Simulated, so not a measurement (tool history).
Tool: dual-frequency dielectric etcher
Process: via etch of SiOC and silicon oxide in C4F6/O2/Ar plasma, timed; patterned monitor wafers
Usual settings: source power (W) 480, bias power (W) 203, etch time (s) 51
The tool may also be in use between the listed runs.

| run | hour | source power (W) | bias power (W) | etch time (s) | read-back reference wafer on the same gauge, depth_nm | mean etch depth across the wafer (Å) |
|---|---|---|---|---|---|---|
| 1 | 0 | 450 | 203 | 41.5 | 68.3 | 489 |
| 2 | 35.7 | 480 | 203 | 51 | 68.3 | 613 |
| 3 | 73.5 | 480 | 203 | 51 | 68.3 | 615 |
| 4 | 101.6 | 480 | 203 | 51 | 68.3 | 614 |
| 5 | 137.3 | 480 | 203 | 40.5 | 68.3 | 487 |
| 6 | 162.5 | 480 | 203 | 40.5 | 68.3 | 487 |
|  | 212.1 | wet clean of the chamber |
| 7 | 220.6 | 480 | 203 | 51 | 68.3 | 614 |
| 8 | 273.6 | 480 | 203 | 51 | 68.3 | 614 |
|  | 314.5 | gauge calibrated |
| 9 | 315.1 | 480 | 203 | 51 | 68.3 | 614 |
| 10 | 373.2 | 450 | 221 | 51 | 68.3 | 617 |
| 11 | 419.5 | 450 | 221 | 51 | 68.3 | 615 |
|  | 447.1 | upper electrode replaced |
| 12 | 487 | 450 | 221 | 51 | 68.3 | 615 |
|  | 521 | source power generator calibrated |
| 13 | 521.5 | 480 | 170 | 47 | 68.3 | 546 |
| 14 | 556.6 | 480 | 203 | 51 | 68.3 | 622 |
|  | 624.3 | wet clean of the chamber |
| 15 | 624.8 | 540 | 153 | 37 | 68.3 | 435 |
| 16 | 653.1 | 480 | 170 | 47 | 68.3 | 546 |
|  | 702 | bias power generator calibrated |
| 17 | 714.2 | 530 | 203 | 51 | 68.3 | 634 |
| 18 | 768.9 | 450 | 238 | 59.5 | 68.3 | 736 |
| 19 | 833.6 | 590 | 161 | 51 | 68.3 | 620 |
| 20 | 861.3 | 550 | 203 | 60.5 | 68.3 | 765 |
| 21 | 915.4 | 480 | 235 | 51 | 68.3 | 642 |
|  | 973.8 | wet clean of the chamber |
| 22 | 974.3 | 480 | 203 | 51 | 68.3 | 617 |
| 23 | 1012.2 | 480 | 158 | 51 | 68.3 | 575 |
| 24 | 1054.7 | 480 | 203 | 58 | 68.3 | 702 |
| 25 | 1091.6 | 480 | 181 | 51 | 68.3 | 597 |
| 26 | 1160.1 | 480 | 183 | 59.5 | 68.3 | 697 |
| 27 | 1196.9 | 480 | 169 | 57 | 68.4 | 654 |
|  | 1220.2 | gauge calibrated |
| 28 | 1222.8 | 400 | 203 | 51 | 68.3 | 581 |
| 29 | 1266.3 | 380 | 228 | 42.5 | 68.3 | 493 |
| 30 | 1291.2 | 550 | 232 | 58 | 68.3 | 765 |

The tool's hidden state at each run:
etch rate over this chamber's usual, %: 0 in every run
gauge reads high (%): 0 in every run
H1: source power that arrives over what is set, %
H2: bias power that arrives over what is set, %
| run | H1 | H2 |
|---|---|---|
| 1 | -3.88 | 4.79 |
| 2 | -3.92 | 4.81 |
| 3 | -3.96 | 4.82 |
| 4 | -3.99 | 4.84 |
| 5 | -4.03 | 4.85 |
| 6 | -4.06 | 4.86 |
| 7 | -4.12 | 4.88 |
| 8 | -4.18 | 4.9 |
| 9 | -4.22 | 4.92 |
| 10 | -4.29 | 4.94 |
| 11 | -4.34 | 4.95 |
| 12 | -4.41 | 4.97 |
| 13 | 0.25 | 4.98 |
| 14 | 0.213 | 4.99 |
| 15 | 0.139 | 5.01 |
| 16 | 0.109 | 5.01 |
| 17 | 0.0428 | -0.098 |
| 18 | -0.0161 | 0.21 |
| 19 | -0.0858 | 0.551 |
| 20 | -0.116 | 0.69 |
| 21 | -0.174 | 0.949 |
| 22 | -0.237 | 1.21 |
| 23 | -0.278 | 1.37 |
| 24 | -0.324 | 1.55 |
| 25 | -0.364 | 1.69 |
| 26 | -0.438 | 1.94 |
| 27 | -0.477 | 2.07 |
| 28 | -0.505 | 2.15 |
| 29 | -0.552 | 2.29 |
| 30 | -0.579 | 2.37 |
